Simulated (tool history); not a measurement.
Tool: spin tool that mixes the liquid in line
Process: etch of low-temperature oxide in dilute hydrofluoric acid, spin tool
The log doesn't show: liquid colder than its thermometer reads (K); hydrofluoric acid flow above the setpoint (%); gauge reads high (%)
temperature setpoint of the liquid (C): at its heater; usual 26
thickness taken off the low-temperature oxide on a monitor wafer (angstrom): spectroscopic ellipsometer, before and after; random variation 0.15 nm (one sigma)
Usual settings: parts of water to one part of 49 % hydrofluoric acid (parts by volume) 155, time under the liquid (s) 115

run    hour  temperature setpoint of the liquid (C)  parts of water to one part of 49 % hydrofluoric acid (parts by volume)  time under the liquid (s)  wafers since the last listed run  hours since the thermometer was replaced  hours since the hydrofluoric acid flow meter was replaced  hours since the gauge calibration  read-back film thickness of the low-temperature oxide reference wafer, read on the same gauge (nm)  thickness taken off the low-temperature oxide on a monitor wafer (angstrom)
  1       0                                      26                                                                     185                        115                                 0                                     624.3                                                      731.5                             2452.5                                                                                               90.03                                                                          133
  2    96.5                                      26                                                                     205                         60                               969                                     720.8                                                        828                               2549                                                                                                  90                                                                         60.7
  3   134.4                                      26                                                                     205                         60                               380                                     758.7                                                      865.9                             2586.9                                                                                               89.99                                                                         61.6
  4   238.4                                      26                                                                     155                        115                              1045                                     862.7                                                      969.9                             2690.9                                                                                               90.02                                                                        166.5
  5   288.3                                      26                                                                     155                        115                               501                                     912.6                                                     1019.8                             2740.8                                                                                               89.99                                                                        161.9
  6   327.3                                      26                                                                     155                        115                               391                                     951.6                                                     1058.8                             2779.8                                                                                               89.98                                                                        163.8
      355.7  -- hydrofluoric acid flow meter replaced
  7   392.5                                      26                                                                     155                        115                               645                                    1016.8                                                       36.8                               2845                                                                                                  90                                                                        163.4
      408.4  -- gauge calibrated
  8     441                                      26                                                                     155                        115                               487                                    1065.3                                                       85.3                               32.6                                                                                                  90                                                                        162.8
  9   542.2                                      26                                                                     155                        115                              1016                                    1166.5                                                      186.5                              133.8                                                                                               90.01                                                                        164.2
 10   692.5                                      26                                                                     155                        115                              1510                                    1316.8                                                      336.8                              284.1                                                                                               89.97                                                                        163.8
 11   744.4                                      21                                                                     155                         80                               521                                    1368.7                                                      388.7                                336                                                                                               90.02                                                                         94.2
 12   822.5                                      26                                                                     155                        115                               784                                    1446.8                                                      466.8                              414.1                                                                                                  90                                                                        162.7
 13   884.8                                    30.5                                                                      80                        115                               626                                    1509.1                                                      529.1                              476.4                                                                                               89.99                                                                        411.4
 14   943.8                                      26                                                                     230                        115                               592                                    1568.1                                                      588.1                              535.4                                                                                               90.01                                                                          100
 15  1033.1                                      26                                                                     155                        115                               897                                    1657.4                                                      677.4                              624.7                                                                                               89.99                                                                          160
 16  1103.1                                      26                                                                     155                        115                               703                                    1727.4                                                      747.4                              694.7                                                                                               90.02                                                                        162.1
 17  1190.2                                      26                                                                     155                        115                               875                                    1814.5                                                      834.5                              781.8                                                                                               89.99                                                                        157.7
 18  1248.1                                      22                                                                     130                         50                               581                                    1872.4                                                      892.4                              839.7                                                                                               90.01                                                                         72.7
     1281.9  -- thermometer replaced
     1290.1  -- hydrofluoric acid flow meter replaced
 19  1345.1                                    24.5                                                                     110                         50                               954                                      63.2                                                         55                              936.7                                                                                               90.01                                                                        102.9
 20  1389.7                                    29.5                                                                     155                        150                               448                                     107.8                                                       99.6                              981.3                                                                                               90.01                                                                        249.5
 21  1478.1                                    29.5                                                                     155                        160                               888                                     196.2                                                        188                             1069.7                                                                                               89.99                                                                        263.1
 22  1558.7                                      28                                                                     155                        180                               809                                     276.8                                                      268.6                             1150.3                                                                                               89.99                                                                          280
 23  1623.8                                    22.5                                                                     235                        115                               654                                     341.9                                                      333.7                             1215.4                                                                                               90.02                                                                         87.8
 24  1696.1                                      26                                                                     155                        115                               726                                     414.2                                                        406                             1287.7                                                                                                  90                                                                        167.2
 25  1753.1                                      26                                                                     155                        115                               572                                     471.2                                                        463                             1344.7                                                                                               90.02                                                                        164.6
 26  1834.7                                      26                                                                     155                        115                               819                                     552.8                                                      544.6                             1426.3                                                                                               90.02                                                                        163.3
 27  1923.2                                    27.5                                                                     155                        115                               889                                     641.3                                                      633.1                             1514.8                                                                                               90.01                                                                        173.7
 28  2004.3                                    27.5                                                                     210                        115                               814                                     722.4                                                      714.2                             1595.9                                                                                               89.99                                                                        120.6
 29    2068                                    23.5                                                                     155                        115                               640                                     786.1                                                      777.9                             1659.6                                                                                               89.99                                                                        148.6
 30  2131.4                                      26                                                                     155                        115                               637                                     849.5                                                      841.3                               1723                                                                                                  90                                                                        164.2
 31  2186.6                                      22                                                                     220                        165                               554                                     904.7                                                      896.5                             1778.2                                                                                               90.01                                                                        132.9

Hidden state or all else? Some run-to-run changes of thickness taken off the low-temperature oxide on a monitor wafer (angstrom), split into what the settings, what came in and random variation would give without the hidden state, and what is left for the hidden state (with any gauge scatter that isn't in both results):
Run 12 -> 13: temperature setpoint of the liquid (C) 26 -> 30.5, parts of water to one part of 49 % hydrofluoric acid (parts by volume) 155 -> 80. thickness taken off the low-temperature oxide on a monitor wafer (angstrom) +248.7: hidden state -8.3, all else +257.
Run 13 -> 14: temperature setpoint of the liquid (C) 30.5 -> 26, parts of water to one part of 49 % hydrofluoric acid (parts by volume) 80 -> 230. thickness taken off the low-temperature oxide on a monitor wafer (angstrom) -311.4: hidden state +10, all else -321.4.
Run 17 -> 18: temperature setpoint of the liquid (C) 26 -> 22, parts of water to one part of 49 % hydrofluoric acid (parts by volume) 155 -> 130, time under the liquid (s) 115 -> 50. thickness taken off the low-temperature oxide on a monitor wafer (angstrom) -85: hidden state +2.9, all else -87.9.
Run 22 -> 23: temperature setpoint of the liquid (C) 28 -> 22.5, parts of water to one part of 49 % hydrofluoric acid (parts by volume) 155 -> 235, time under the liquid (s) 180 -> 115. thickness taken off the low-temperature oxide on a monitor wafer (angstrom) -192.2: hidden state +1.7, all else -193.9.
